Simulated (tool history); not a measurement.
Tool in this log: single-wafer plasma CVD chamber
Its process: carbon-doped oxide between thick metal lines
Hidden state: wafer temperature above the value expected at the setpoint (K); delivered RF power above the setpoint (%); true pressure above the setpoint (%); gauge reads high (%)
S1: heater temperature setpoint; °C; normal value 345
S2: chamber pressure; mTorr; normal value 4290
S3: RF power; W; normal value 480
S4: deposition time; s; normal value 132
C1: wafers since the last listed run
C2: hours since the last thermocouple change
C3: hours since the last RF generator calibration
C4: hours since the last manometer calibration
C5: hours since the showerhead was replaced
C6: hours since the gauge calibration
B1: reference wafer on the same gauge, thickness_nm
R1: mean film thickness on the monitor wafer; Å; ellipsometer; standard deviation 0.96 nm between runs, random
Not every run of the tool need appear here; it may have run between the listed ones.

run 1 hour=0 | S1=345 S2=4290 S3=480 S4=132 | C1=0 C2=2828.7 C3=742.2 C4=2110.9 C5=4410.9 C6=144.4 | B1=625.909 | R1=6228.34
run 2 hour=13.7 | S1=345 S2=4290 S3=480 S4=132 | C1=104 C2=2842.4 C3=755.9 C4=2124.6 C5=4424.6 C6=158.1 | B1=626.069 | R1=6198.4
run 3 hour=26 | S1=345 S2=4290 S3=480 S4=132 | C1=93 C2=2854.7 C3=768.2 C4=2136.9 C5=4436.9 C6=170.4 | B1=625.756 | R1=6221.74
run 4 hour=37.2 | S1=345 S2=4290 S3=480 S4=132 | C1=85 C2=2865.9 C3=779.4 C4=2148.1 C5=4448.1 C6=181.6 | B1=626.307 | R1=6215.57
run 5 hour=54.8 | S1=345 S2=4290 S3=480 S4=132 | C1=133 C2=2883.5 C3=797 C4=2165.7 C5=4465.7 C6=199.2 | B1=625.871 | R1=6214.44
run 6 hour=65.5 | S1=345 S2=4290 S3=480 S4=132 | C1=81 C2=2894.2 C3=807.7 C4=2176.4 C5=4476.4 C6=209.9 | B1=625.942 | R1=6217.88
run 7 hour=78.8 | S1=345 S2=4290 S3=480 S4=132 | C1=101 C2=2907.5 C3=821 C4=2189.7 C5=4489.7 C6=223.2 | B1=626.217 | R1=6197
run 8 hour=94.2 | S1=345 S2=4290 S3=480 S4=132 | C1=117 C2=2922.9 C3=836.4 C4=2205.1 C5=4505.1 C6=238.6 | B1=626.183 | R1=6191.02
run 9 hour=109.4 | S1=345 S2=4980 S3=555 S4=132 | C1=115 C2=2938.1 C3=851.6 C4=2220.3 C5=4520.3 C6=253.8 | B1=626.445 | R1=6815.75
-- hour=114.2 gauge calibrated
-- hour=120.9 capacitance manometer re-zeroed and calibrated
run 10 hour=121.4 | S1=345 S2=4290 S3=480 S4=132 | C1=30 C2=2950.1 C3=863.6 C4=0.5 C5=4532.3 C6=7.2 | B1=625.771 | R1=6170.2
run 11 hour=132.6 | S1=334 S2=4290 S3=425 S4=144 | C1=85 C2=2961.3 C3=874.8 C4=11.7 C5=4543.5 C6=18.4 | B1=626.082 | R1=6468.68
-- hour=143 thermocouple changed; heater temperature recalibrated
-- hour=143.6 showerhead replaced
run 12 hour=145.6 | S1=345 S2=4290 S3=480 S4=125 | C1=33 C2=2.6 C3=887.8 C4=24.7 C5=2 C6=31.4 | B1=626.178 | R1=5845.13
-- hour=160.8 RF generator calibrated
run 13 hour=161.3 | S1=340 S2=4650 S3=480 S4=115 | C1=58 C2=18.3 C3=0.5 C4=40.4 C5=17.7 C6=47.1 | B1=626.142 | R1=5720.81
run 14 hour=166.3 | S1=345 S2=4290 S3=480 S4=132 | C1=38 C2=23.3 C3=5.5 C4=45.4 C5=22.7 C6=52.1 | B1=626.288 | R1=6381.5
run 15 hour=179.5 | S1=345 S2=3970 S3=415 S4=156 | C1=100 C2=36.5 C3=18.7 C4=58.6 C5=35.9 C6=65.3 | B1=625.86 | R1=6902.57
run 16 hour=196.6 | S1=340 S2=4650 S3=480 S4=115 | C1=129 C2=53.6 C3=35.8 C4=75.7 C5=53 C6=82.4 | B1=625.921 | R1=5717.69
run 17 hour=208.2 | S1=332 S2=4750 S3=445 S4=116 | C1=88 C2=65.2 C3=47.4 C4=87.3 C5=64.6 C6=94 | B1=626.049 | R1=5696.57
run 18 hour=225.5 | S1=345 S2=4970 S3=520 S4=108 | C1=131 C2=82.5 C3=64.7 C4=104.6 C5=81.9 C6=111.3 | B1=625.989 | R1=5569.41
run 19 hour=238.5 | S1=345 S2=4290 S3=480 S4=132 | C1=98 C2=95.5 C3=77.7 C4=117.6 C5=94.9 C6=124.3 | B1=626.027 | R1=6359.2

What if the next run were any one of these 3? Each begins from the tool's condition after run 19:
run A hour=238.9 | S1=345 S2=4290 S3=480 S4=132 | C1=3 C2=95.9 C3=78.1 C4=118 C5=95.3 C6=124.7 | B1=? | R1=?
run B hour=238.9 | S1=358 S2=5330 S3=480 S4=132 | C1=3 C2=95.9 C3=78.1 C4=118 C5=95.3 C6=124.7 | B1=? | R1=?
run C hour=238.9 | S1=331 S2=4290 S3=525 S4=132 | C1=3 C2=95.9 C3=78.1 C4=118 C5=95.3 C6=124.7 | B1=? | R1=?

run=A B1=626.224 R1=6372.14
run=B B1=626.224 R1=6455.77
run=C B1=626.224 R1=6881.43
With the hidden condition removed and each run's random variation left untouched, the same runs would have given:
run=A R1=6384.11
run=B R1=6467.9
run=C R1=6894.09

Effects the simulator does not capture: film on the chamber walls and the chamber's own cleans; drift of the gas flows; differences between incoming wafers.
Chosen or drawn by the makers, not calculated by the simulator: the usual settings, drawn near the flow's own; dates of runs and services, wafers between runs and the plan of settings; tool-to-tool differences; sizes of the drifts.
